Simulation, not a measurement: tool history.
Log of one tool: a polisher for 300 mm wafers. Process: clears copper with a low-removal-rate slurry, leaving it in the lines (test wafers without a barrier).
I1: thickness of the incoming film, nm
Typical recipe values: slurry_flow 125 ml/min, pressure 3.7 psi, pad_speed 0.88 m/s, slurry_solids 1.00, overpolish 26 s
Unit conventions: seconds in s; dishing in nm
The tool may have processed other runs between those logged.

Run 1, hour 0.0: usual settings; I1 408.4. Result: seconds 134.5 s, dishing 58.9 nm.
Run 2, hour 17.2: usual settings; I1 407.7. Result: seconds 135.7 s, dishing 54.8 nm.
Run 3, hour 32.6: usual settings; I1 407.5. Result: seconds 139.2 s, dishing 57.6 nm.
Run 4, hour 48.1: usual settings; I1 408.9. Result: seconds 142.3 s, dishing 56.5 nm.
Run 5, hour 62.7: usual settings; I1 406.0. Result: seconds 141.9 s, dishing 53.6 nm.
Run 6, hour 70.0: usual settings but slurry_flow 110 ml/min, pad_speed 1.12 m/s; I1 406.1. Result: seconds 130.4 s, dishing 56.7 nm.
At hour 79.8: head pressure recalibrated.
Run 7, hour 87.6: usual settings; I1 409.9. Result: seconds 151.6 s, dishing 54.2 nm.
Run 8, hour 94.1: usual settings; I1 408.4. Result: seconds 150.2 s, dishing 52.1 nm.
Run 9, hour 106.7: usual settings but pressure 3.4 psi, pad_speed 0.66 m/s, slurry_solids 0.90, overpolish 39 s; I1 412.0. Result: seconds 199.2 s, dishing 57.6 nm.
At hour 109.5: slurry blender recalibrated.
Run 10, hour 113.0: usual settings but slurry_flow 90 ml/min, slurry_solids 1.25, overpolish 18 s; I1 411.9. Result: seconds 174.0 s, dishing 32.9 nm.
At hour 120.1: worn pad replaced by a new one.
Run 11, hour 120.8: usual settings but slurry_flow 95 ml/min, pressure 2.9 psi, slurry_solids 0.90; I1 408.6. Result: seconds 235.4 s, dishing 35.0 nm.
At hour 132.5: slurry nozzle cleaned.
Run 12, hour 134.7: usual settings; I1 409.3. Result: seconds 114.6 s, dishing 63.5 nm.
Run 13, hour 152.3: usual settings but pressure 3.2 psi, slurry_solids 1.10; I1 410.8. Result: seconds 128.8 s, dishing 59.3 nm.
Run 14, hour 159.0: usual settings; I1 417.6. Result: seconds 116.5 s, dishing 62.7 nm.
Run 15, hour 168.4: usual settings but slurry_flow 140 ml/min; I1 410.9. Result: seconds 112.6 s, dishing 63.5 nm.
Run 16, hour 185.9: usual settings but pad_speed 0.78 m/s, overpolish 40 s; I1 409.4. Result: seconds 122.4 s, dishing 89.2 nm.
Run 17, hour 193.6: usual settings but slurry_flow 105 ml/min; I1 410.0. Result: seconds 122.0 s, dishing 62.8 nm.
Run 18, hour 208.9: usual settings but pad_speed 1.06 m/s, overpolish 14 s; I1 408.5. Result: seconds 100.8 s, dishing 42.8 nm.
Run 19, hour 217.1: usual settings but slurry_flow 145 ml/min, pressure 4.3 psi; I1 414.0. Result: seconds 96.5 s, dishing 75.7 nm.
At hour 236.3: worn pad replaced by a new one.
Run 20, hour 236.8: usual settings but slurry_solids 1.10, overpolish 37 s; I1 410.7. Result: seconds 112.1 s, dishing 85.0 nm.
Run 21, hour 251.1: usual settings but overpolish 22 s; I1 412.6. Result: seconds 113.8 s, dishing 57.1 nm.
Run 22, hour 267.0: usual settings; I1 405.8. Result: seconds 114.2 s, dishing 63.1 nm.
Run 23, hour 276.8: usual settings; I1 416.5. Result: seconds 116.8 s, dishing 61.5 nm.
Run 24, hour 285.5: usual settings but pad_speed 1.04 m/s; I1 407.4. Result: seconds 105.2 s, dishing 71.3 nm.
Run 25, hour 301.0: usual settings; I1 405.0. Result: seconds 113.1 s, dishing 64.4 nm.
Run 26, hour 307.5: usual settings but slurry_flow 105 ml/min, pressure 4.2 psi; I1 413.1. Result: seconds 108.9 s, dishing 68.4 nm.

Predict the results of run 27:
Run 27, hour 320.3: usual settings; I1 410.5. Result: seconds ?, dishing ?.

{"run 27": {"seconds": 115.5, "dishing": 65.2}}
Minus the tool's unlogged condition, the same run would have read seconds 113.9 s, dishing 65.8 nm.

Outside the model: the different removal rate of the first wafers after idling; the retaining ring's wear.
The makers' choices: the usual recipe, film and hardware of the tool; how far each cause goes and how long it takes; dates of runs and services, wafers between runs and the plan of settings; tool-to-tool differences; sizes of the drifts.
